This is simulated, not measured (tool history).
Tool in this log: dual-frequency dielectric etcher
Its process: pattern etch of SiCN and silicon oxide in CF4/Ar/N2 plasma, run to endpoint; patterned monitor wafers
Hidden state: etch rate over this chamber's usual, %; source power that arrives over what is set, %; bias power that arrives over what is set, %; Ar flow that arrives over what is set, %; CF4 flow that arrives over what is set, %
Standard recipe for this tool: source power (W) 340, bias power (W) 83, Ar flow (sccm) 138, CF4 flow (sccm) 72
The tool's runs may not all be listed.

run     day  source power (W)  bias power (W)  Ar flow (sccm)  CF4 flow (sccm)  wafers since the last listed run  hours since the last wet clean  hours since the last source power generator calibration  hours since the last bias power generator calibration  hours since the last Ar flow controller change  hours since the last CF4 flow controller change  hours since the last upper electrode change  incoming incoming film thickness, nm  endpoint time (s)
  1       0               340              83             138               72                                 0                            41.5                                                     2898                                                 3185.5                                          5351.4                                           5532.6                                       6261.3                                 17.81                 26
  2   0.762               340              83             138               72                               442                            59.8                                                   2916.3                                                 3203.8                                          5369.7                                           5550.9                                       6279.6                                 18.03               26.1
  3   1.375               340              83             138               72                               355                            74.5                                                     2931                                                 3218.5                                          5384.4                                           5565.6                                       6294.3                                 17.88                 26
  4   2.754               340              83             138               72                               799                           107.6                                                   2964.1                                                 3251.6                                          5417.5                                           5598.7                                       6327.4                                 17.99               25.8
  5   4.038               340              83             150               63                               744                           138.4                                                   2994.9                                                 3282.4                                          5448.3                                           5629.5                                       6358.2                                 18.01               27.7
  6   5.425               310              71             138               72                               804                           171.7                                                   3028.2                                                 3315.7                                          5481.6                                           5662.8                                       6391.5                                 17.85               29.8
      6.104  -- Ar flow controller replaced
  7   6.621               310              71             138               72                               548                           200.4                                                   3056.9                                                 3344.4                                            12.4                                           5691.5                                       6420.2                                    18               30.2
  8   7.558               340              83             138               72                               543                           222.9                                                   3079.4                                                 3366.9                                            34.9                                             5714                                       6442.7                                  17.8               25.9
      9.021  -- upper electrode replaced
  9   9.042               340              83             138               72                               280                           258.5                                                     3115                                                 3402.5                                            70.5                                           5749.6                                          0.5                                 17.79               25.6
 10   9.058               340              83             138               72                                 9                           258.9                                                   3115.4                                                 3402.9                                            70.9                                             5750                                          0.9                                 17.93               25.7
 11  10.417               340              83             138               72                               787                           291.5                                                     3148                                                 3435.5                                           103.5                                           5782.6                                         33.5                                 17.76               25.7
     12.142  -- wet clean of the chamber
 12  12.162               270              97             138               88                               432                             0.5                                                   3189.9                                                 3477.4                                           145.4                                           5824.5                                         75.4                                 18.03               29.4
 13  12.175               270             101             170               72                                 7                             0.8                                                   3190.2                                                 3477.7                                           145.7                                           5824.8                                         75.7                                 17.97               30.7
 14  13.092               340              83             138               72                               531                            22.8                                                   3212.2                                                 3499.7                                           167.7                                           5846.8                                         97.7                                 17.83               25.7
     13.838  -- source power generator calibrated
     14.229  -- CF4 flow controller replaced
 15   14.25               340              83             138               72                               430                            50.6                                                      9.9                                                 3527.5                                           195.5                                              0.5                                        125.5                                 18.06                 26
 16  15.279               340              95             171               72                               596                            75.3                                                     34.6                                                 3552.2                                           220.2                                             25.2                                        150.2                                 17.97                 26
 17  16.142               310              71             138               72                               500                              96                                                     55.3                                                 3572.9                                           240.9                                             45.9                                        170.9                                 17.77               29.7
     17.404  -- bias power generator calibrated
 18  17.571               370              70             151               61                               732                           130.3                                                     89.6                                                      4                                           275.2                                             80.2                                        205.2                                 18.03                 27
 19  18.471               420              97             147               81                               522                           151.9                                                    111.2                                                   25.6                                           296.8                                            101.8                                        226.8                                 17.89               20.3
 20  19.429               370              73             138               72                               555                           174.9                                                    134.2                                                   48.6                                           319.8                                            124.8                                        249.8                                 17.79               25.2
 21  20.658               300              83             106               72                               712                           204.4                                                    163.7                                                   78.1                                           349.3                                            154.3                                        279.3                                 17.89               27.5
 22  21.562               340              83             138               72                               524                           226.1                                                    185.4                                                   99.8                                             371                                              176                                          301                                 18.01               25.6
 23  22.983               340              89             138               61                               824                           260.2                                                    219.5                                                  133.9                                           405.1                                            210.1                                        335.1                                    18                 26
 24  23.567               420              83             119               72                               338                           274.2                                                    233.5                                                  147.9                                           419.1                                            224.1                                        349.1                                 17.89               20.8

Branching from run 24: 4 alternative next runs. What would each branch give?
  A  23.583               340              91             138               72                                 9                           274.6                                                    233.9                                                  148.3                                           419.5                                            224.5                                        349.5                                 17.87                  ?
  B  23.583               310              74             112               54                                 9                           274.6                                                    233.9                                                  148.3                                           419.5                                            224.5                                        349.5                                 17.87                  ?
  C  23.583               290              72             161               66                                 9                           274.6                                                    233.9                                                  148.3                                           419.5                                            224.5                                        349.5                                 17.87                  ?
  D  23.583               340              72             152               72                                 9                           274.6                                                    233.9                                                  148.3                                           419.5                                            224.5                                        349.5                                 17.87                  ?

run  endpoint time (s)
  A               24.8
  B                 29
  C               32.7
  D               27.7
What these runs would have given with no unlogged condition in the tool:
run  endpoint time (s)
  A               24.8
  B                 29
  C               32.7
  D               27.7
